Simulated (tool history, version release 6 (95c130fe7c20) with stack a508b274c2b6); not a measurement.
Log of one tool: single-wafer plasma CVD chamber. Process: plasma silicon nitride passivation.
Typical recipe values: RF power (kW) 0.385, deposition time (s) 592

run     day  RF power (kW)  deposition time (s)  wafers since the last listed run  hours since the last RF generator calibration  hours since the showerhead was replaced  hours since the gauge calibration  read-back reference wafer on the same gauge, thickness_nm  mean film thickness on the monitor wafer (Å)
  1       0          0.385                  592                                 0                                           2455                                   5879.1                              265.6                                                    685.953                                       8530.01
  2   0.754          0.385                  592                                54                                         2473.1                                   5897.2                              283.7                                                    685.127                                       8546.65
      0.825  -- gauge calibrated
  3   1.538          0.385                  592                                56                                         2491.9                                     5916                               17.1                                                    693.107                                        8656.7
  4   2.829          0.385                  592                                92                                         2522.9                                     5947                               48.1                                                    693.119                                       8597.46
  5   3.783          0.385                  592                                68                                         2545.8                                   5969.9                                 71                                                     692.38                                       8628.48
  6     4.8           0.34                  536                                73                                         2570.2                                   5994.3                               95.4                                                    691.231                                       7480.99
  7   5.925           0.34                  536                                80                                         2597.2                                   6021.3                              122.4                                                    690.705                                       7441.38
  8   7.129          0.385                  639                                86                                         2626.1                                   6050.2                              151.3                                                    690.053                                       9301.23
      8.004  -- RF generator calibrated
  9     8.5          0.385                  592                                74                                           11.9                                   6083.1                              184.2                                                    688.455                                       8587.59
 10   9.067          0.385                  592                                40                                           25.5                                   6096.7                              197.8                                                     689.03                                       8552.61
     10.225  -- showerhead replaced
 11  10.246          0.415                  493                                60                                           53.8                                      0.5                              226.1                                                    687.736                                       7349.94
 12  10.575          0.315                  653                                23                                           61.7                                      8.4                                234                                                    687.097                                       8834.43
     12.921  -- gauge calibrated
 13  14.671           0.44                  622                               294                                            160                                    106.7                                 42                                                    692.254                                       9550.56
 14  15.829          0.315                  692                                83                                          187.8                                    134.5                               69.8                                                    692.326                                       9354.66
 15  17.158          0.385                  592                                95                                          219.7                                    166.4                              101.7                                                    690.903                                       8631.21
 16  18.558           0.42                  629                               100                                          253.3                                      200                              135.3                                                    690.194                                       9424.91
 17  19.071           0.45                  546                                36                                          265.6                                    212.3                              147.6                                                    689.718                                       8388.36
 18  19.792           0.41                  696                                51                                          282.9                                    229.6                              164.9                                                    689.273                                      10314.04

Describe how what the log doesn't record of the tool's condition differs between the last listed run preceding each entry between runs and the first listed run following it.
Between runs 2 and 3: gauge calibrated (day 0.825)
  gauge reads high (%): -1.13 -> 0.0649
  measured result minus the result with no hidden state, mean film thickness on the monitor wafer (Å): -97.58 -> +5.61
Between runs 8 and 9: RF generator calibrated (day 8.004)
  gauge reads high (%): -0.472 -> -0.603
  measured result minus the result with no hidden state, mean film thickness on the monitor wafer (Å): -44.1 -> -52.14
Between runs 10 and 11: showerhead replaced (day 10.225)
  gauge reads high (%): -0.658 -> -0.771
  measured result minus the result with no hidden state, mean film thickness on the monitor wafer (Å): -56.64 -> -57.12
Between runs 12 and 13: gauge calibrated (day 12.921)
  gauge reads high (%): -0.803 -> -0.0099
  measured result minus the result with no hidden state, mean film thickness on the monitor wafer (Å): -71.49 -> -0.94
